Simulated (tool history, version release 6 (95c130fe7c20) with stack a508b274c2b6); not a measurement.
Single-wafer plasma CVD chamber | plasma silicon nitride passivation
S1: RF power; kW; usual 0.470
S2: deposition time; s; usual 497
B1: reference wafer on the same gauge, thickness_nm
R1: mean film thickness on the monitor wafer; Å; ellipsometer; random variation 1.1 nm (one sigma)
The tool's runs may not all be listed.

| run | hour | S1 | S2 | B1 | R1 |
|---|---|---|---|---|---|
| 1 | 0.0 | 0.470 | 497 | 572.775 | 6896.46 |
| 2 | 17.5 | 0.470 | 497 | 572.929 | 6916.01 |
| 3 | 52.9 | 0.445 | 467 | 573.301 | 6365.20 |
| 4 | 68.9 | 0.470 | 497 | 573.218 | 6891.14 |
| 5 | 95.8 | 0.470 | 497 | 573.194 | 6900.09 |
| 6 | 123.2 | 0.470 | 497 | 572.881 | 6881.20 |
| 7 | 142.0 | 0.470 | 497 | 573.351 | 6887.08 |
| 8 | 161.9 | 0.470 | 497 | 573.034 | 6884.42 |
| 9 | 182.5 | 0.470 | 497 | 573.308 | 6882.08 |
| 10 | 198.8 | 0.470 | 566 | 572.943 | 7833.71 |
|  | 209.1 | gauge calibrated |
| 11 | 219.4 | 0.470 | 497 | 573.393 | 6899.20 |
|  | 235.9 | RF generator calibrated |
| 12 | 240.6 | 0.505 | 424 | 572.983 | 6119.56 |
| 13 | 255.6 | 0.505 | 424 | 573.081 | 6142.30 |
| 14 | 282.5 | 0.530 | 404 | 573.528 | 5903.94 |
| 15 | 308.7 | 0.495 | 497 | 572.883 | 7128.72 |
| 16 | 326.3 | 0.470 | 497 | 572.932 | 7048.74 |
| 17 | 361.6 | 0.470 | 497 | 572.847 | 7037.95 |
| 18 | 395.8 | 0.535 | 497 | 572.896 | 7271.21 |
|  | 419.9 | showerhead replaced |
| 19 | 420.4 | 0.470 | 497 | 572.887 | 7031.84 |
| 20 | 449.2 | 0.380 | 458 | 572.960 | 6125.70 |
| 21 | 464.7 | 0.470 | 497 | 573.078 | 7026.81 |
| 22 | 494.0 | 0.375 | 542 | 573.097 | 7219.73 |
| 23 | 526.3 | 0.505 | 497 | 572.844 | 7152.40 |
| 24 | 544.8 | 0.400 | 435 | 572.912 | 5883.14 |
|  | 546.3 | gauge calibrated |
| 25 | 570.9 | 0.560 | 538 | 573.203 | 7968.18 |
| 26 | 586.9 | 0.550 | 497 | 573.271 | 7326.90 |
| 27 | 615.1 | 0.470 | 497 | 573.366 | 7024.46 |

4 ways to go on from here, each from the tool as it stands after run 27. What would each give?
| A | 615.6 | 0.470 | 497 | ? | ? |
| B | 615.6 | 0.470 | 582 | ? | ? |
| C | 615.6 | 0.400 | 469 | ? | ? |
| D | 615.6 | 0.425 | 581 | ? | ? |

| run | B1 | R1 |
|---|---|---|
| A | 572.696 | 7008.64 |
| B | 572.696 | 8207.30 |
| C | 572.696 | 6339.51 |
| D | 572.696 | 7978.67 |
Without the tool's hidden state the same runs would have given:
| run | R1 |
|---|---|
| A | 7050.41 |
| B | 8256.21 |
| C | 6377.29 |
| D | 8026.21 |

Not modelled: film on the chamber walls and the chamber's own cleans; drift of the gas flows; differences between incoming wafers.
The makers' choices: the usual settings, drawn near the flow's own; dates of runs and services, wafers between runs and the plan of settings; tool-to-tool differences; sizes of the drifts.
